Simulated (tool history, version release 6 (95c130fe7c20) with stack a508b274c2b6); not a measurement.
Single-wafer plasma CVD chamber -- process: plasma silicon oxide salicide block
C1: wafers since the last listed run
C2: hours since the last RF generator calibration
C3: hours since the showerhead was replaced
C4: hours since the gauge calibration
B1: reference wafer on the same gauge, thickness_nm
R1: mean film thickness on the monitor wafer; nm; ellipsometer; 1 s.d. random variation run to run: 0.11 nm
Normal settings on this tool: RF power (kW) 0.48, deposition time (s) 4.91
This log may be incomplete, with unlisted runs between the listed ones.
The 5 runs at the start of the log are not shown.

run 6 hour=245.7 | RF_power_(kW)=0.48 deposition_time_(s)=4.91 | C1=2620 C2=593.5 C3=5777.2 C4=361.7 | B1=55.553 | R1=48.035
run 7 hour=300.9 | RF_power_(kW)=0.48 deposition_time_(s)=4.91 | C1=2060 C2=648.7 C3=5832.4 C4=416.9 | B1=55.532 | R1=47.992
run 8 hour=369.6 | RF_power_(kW)=0.48 deposition_time_(s)=4.91 | C1=2564 C2=717.4 C3=5901.1 C4=485.6 | B1=55.534 | R1=48.015
run 9 hour=399.2 | RF_power_(kW)=0.48 deposition_time_(s)=4.91 | C1=1104 C2=747 C3=5930.7 C4=515.2 | B1=55.451 | R1=47.948
run 10 hour=437.9 | RF_power_(kW)=0.48 deposition_time_(s)=4.91 | C1=1444 C2=785.7 C3=5969.4 C4=553.9 | B1=55.345 | R1=47.83
run 11 hour=637.1 | RF_power_(kW)=0.48 deposition_time_(s)=4.91 | C1=7435 C2=984.9 C3=6168.6 C4=753.1 | B1=55.093 | R1=47.713
run 12 hour=702.9 | RF_power_(kW)=0.48 deposition_time_(s)=4.91 | C1=2456 C2=1050.7 C3=6234.4 C4=818.9 | B1=54.942 | R1=47.49
run 13 hour=771.2 | RF_power_(kW)=0.53 deposition_time_(s)=4.66 | C1=2549 C2=1119 C3=6302.7 C4=887.2 | B1=54.861 | R1=46.326
run 14 hour=804.2 | RF_power_(kW)=0.53 deposition_time_(s)=4.66 | C1=1231 C2=1152 C3=6335.7 C4=920.2 | B1=54.728 | R1=46.116
run 15 hour=844.1 | RF_power_(kW)=0.51 deposition_time_(s)=5.24 | C1=1489 C2=1191.9 C3=6375.6 C4=960.1 | B1=54.593 | R1=51.322
run 16 hour=886.4 | RF_power_(kW)=0.48 deposition_time_(s)=4.91 | C1=1578 C2=1234.2 C3=6417.9 C4=1002.4 | B1=54.527 | R1=46.997
-- hour=900.2 gauge calibrated
run 17 hour=950.1 | RF_power_(kW)=0.48 deposition_time_(s)=4.91 | C1=2377 C2=1297.9 C3=6481.6 C4=49.9 | B1=55.834 | R1=48.083
run 18 hour=980.2 | RF_power_(kW)=0.51 deposition_time_(s)=4.25 | C1=1123 C2=1328 C3=6511.7 C4=80 | B1=55.805 | R1=42.561
run 19 hour=1021.2 | RF_power_(kW)=0.445 deposition_time_(s)=4.17 | C1=1530 C2=1369 C3=6552.7 C4=121 | B1=55.793 | R1=40.067
run 20 hour=1061 | RF_power_(kW)=0.4 deposition_time_(s)=4.49 | C1=1485 C2=1408.8 C3=6592.5 C4=160.8 | B1=55.744 | R1=41.66
run 21 hour=1109.9 | RF_power_(kW)=0.48 deposition_time_(s)=4.91 | C1=1825 C2=1457.7 C3=6641.4 C4=209.7 | B1=55.741 | R1=48.181
-- hour=1155.5 RF generator calibrated
run 22 hour=1156 | RF_power_(kW)=0.41 deposition_time_(s)=4.09 | C1=1422 C2=0.5 C3=6687.5 C4=255.8 | B1=55.724 | R1=38.008
run 23 hour=1184.9 | RF_power_(kW)=0.48 deposition_time_(s)=4.91 | C1=1078 C2=29.4 C3=6716.4 C4=284.7 | B1=55.756 | R1=48.028
run 24 hour=1219.7 | RF_power_(kW)=0.48 deposition_time_(s)=4.91 | C1=1298 C2=64.2 C3=6751.2 C4=319.5 | B1=55.747 | R1=48.034
run 25 hour=1260.3 | RF_power_(kW)=0.48 deposition_time_(s)=4.91 | C1=1515 C2=104.8 C3=6791.8 C4=360.1 | B1=55.723 | R1=48.069
-- hour=1284.7 showerhead replaced
run 26 hour=1326 | RF_power_(kW)=0.405 deposition_time_(s)=4.91 | C1=2153 C2=170.5 C3=41.3 C4=425.8 | B1=55.578 | R1=45.585

Predict the results of run 27:
run 27 hour=1352 | RF_power_(kW)=0.53 deposition_time_(s)=4.91 | C1=970 C2=196.5 C3=67.3 C4=451.8 | B1=? | R1=?

{"run 27": {"B1": 55.542, "R1": 49.323}}
Minus the tool's unlogged condition, the same run would have read R1 49.534 nm.
